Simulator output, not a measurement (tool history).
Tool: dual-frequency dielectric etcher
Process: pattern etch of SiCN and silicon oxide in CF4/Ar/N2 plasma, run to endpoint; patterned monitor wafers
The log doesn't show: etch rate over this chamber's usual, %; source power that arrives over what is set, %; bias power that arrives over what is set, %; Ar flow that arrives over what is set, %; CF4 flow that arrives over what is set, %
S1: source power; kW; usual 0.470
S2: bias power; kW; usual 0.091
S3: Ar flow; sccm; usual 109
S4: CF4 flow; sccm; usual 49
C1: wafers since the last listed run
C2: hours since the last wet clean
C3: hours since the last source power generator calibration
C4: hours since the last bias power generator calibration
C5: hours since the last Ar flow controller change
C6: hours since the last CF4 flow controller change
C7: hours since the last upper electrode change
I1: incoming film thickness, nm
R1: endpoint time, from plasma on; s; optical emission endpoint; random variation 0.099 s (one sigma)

run,hour,S1,S2,S3,S4,C1,C2,C3,C4,C5,C6,C7,I1,R1
1,0.0,0.470,0.091,109,49,0,425.2,1649.8,1867.4,2122.2,4338.6,6229.0,12.87,14.6
# hour 5.1: bias power generator calibrated
# hour 92.0: wet clean of the chamber
2,92.5,0.470,0.091,109,49,1117,0.5,1742.3,87.4,2214.7,4431.1,6321.5,12.74,14.7
# hour 151.7: Ar flow controller replaced
3,152.2,0.400,0.101,109,49,930,60.2,1802.0,147.1,0.5,4490.8,6381.2,12.89,16.5
4,188.2,0.400,0.101,109,49,623,96.2,1838.0,183.1,36.5,4526.8,6417.2,12.95,16.6
5,272.2,0.400,0.101,109,49,1455,180.2,1922.0,267.1,120.5,4610.8,6501.2,12.88,16.5
6,334.3,0.510,0.105,130,49,1075,242.3,1984.1,329.2,182.6,4672.9,6563.3,12.92,12.6
# hour 371.7: upper electrode replaced
7,440.4,0.470,0.091,109,57,1422,348.4,2090.2,435.3,288.7,4779.0,68.7,12.85,14.2
8,481.2,0.470,0.091,133,49,706,389.2,2131.0,476.1,329.5,4819.8,109.5,12.96,15.0
9,533.3,0.370,0.091,126,54,902,441.3,2183.1,528.2,381.6,4871.9,161.6,12.95,19.4
# hour 604.4: wet clean of the chamber
10,762.6,0.470,0.091,109,49,3556,158.2,2412.4,757.5,610.9,5101.2,390.9,12.97,14.5
11,857.1,0.470,0.091,109,49,1637,252.7,2506.9,852.0,705.4,5195.7,485.4,13.01,14.5
# hour 879.2: source power generator calibrated
12,938.7,0.430,0.068,86,53,1344,334.3,59.5,933.6,787.0,5277.3,567.0,12.84,19.3
# hour 966.6: CF4 flow controller replaced
13,1085.4,0.470,0.108,134,49,2437,481.0,206.2,1080.3,933.7,118.8,713.7,12.99,14.3
# hour 1132.7: wet clean of the chamber
14,1170.2,0.550,0.112,87,49,1053,37.5,291.0,1165.1,1018.5,203.6,798.5,12.94,11.1
15,1258.6,0.470,0.091,134,49,1531,125.9,379.4,1253.5,1106.9,292.0,886.9,12.91,15.7
16,1550.6,0.470,0.098,109,49,5058,417.9,671.4,1545.5,1398.9,584.0,1178.9,12.87,14.3
# hour 1654.6: wet clean of the chamber
17,1655.8,0.470,0.097,121,58,1406,1.2,776.6,1650.7,1504.1,689.2,1284.1,12.80,14.2
18,1702.6,0.470,0.104,109,49,810,48.0,823.4,1697.5,1550.9,736.0,1330.9,12.92,14.0
19,1757.9,0.470,0.091,109,49,957,103.3,878.7,1752.8,1606.2,791.3,1386.2,12.92,15.2
20,1830.8,0.470,0.091,109,49,1262,176.2,951.6,1825.7,1679.1,864.2,1459.1,12.88,14.9
21,1871.3,0.470,0.091,109,49,701,216.7,992.1,1866.2,1719.6,904.7,1499.6,12.90,15.1
22,1920.0,0.430,0.099,91,43,843,265.4,1040.8,1914.9,1768.3,953.4,1548.3,13.02,16.1
23,1984.8,0.470,0.091,109,49,1122,330.2,1105.6,1979.7,1833.1,1018.2,1613.1,13.05,15.2

Forecast each of these 5 alternatives for the next run:
A,1985.2,0.470,0.091,109,37,6,330.6,1106.0,1980.1,1833.5,1018.6,1613.5,12.96,?
B,1985.2,0.540,0.075,109,49,6,330.6,1106.0,1980.1,1833.5,1018.6,1613.5,12.96,?
C,1985.2,0.520,0.091,99,57,6,330.6,1106.0,1980.1,1833.5,1018.6,1613.5,12.96,?
D,1985.2,0.470,0.070,99,49,6,330.6,1106.0,1980.1,1833.5,1018.6,1613.5,12.96,?
E,1985.2,0.530,0.072,109,49,6,330.6,1106.0,1980.1,1833.5,1018.6,1613.5,12.96,?

run,R1
A,16.1
B,14.7
C,13.1
D,17.7
E,15.4
Without the tool's hidden state the same runs would have given:
run,R1
A,16.6
B,15.2
C,13.5
D,18.3
E,16.0
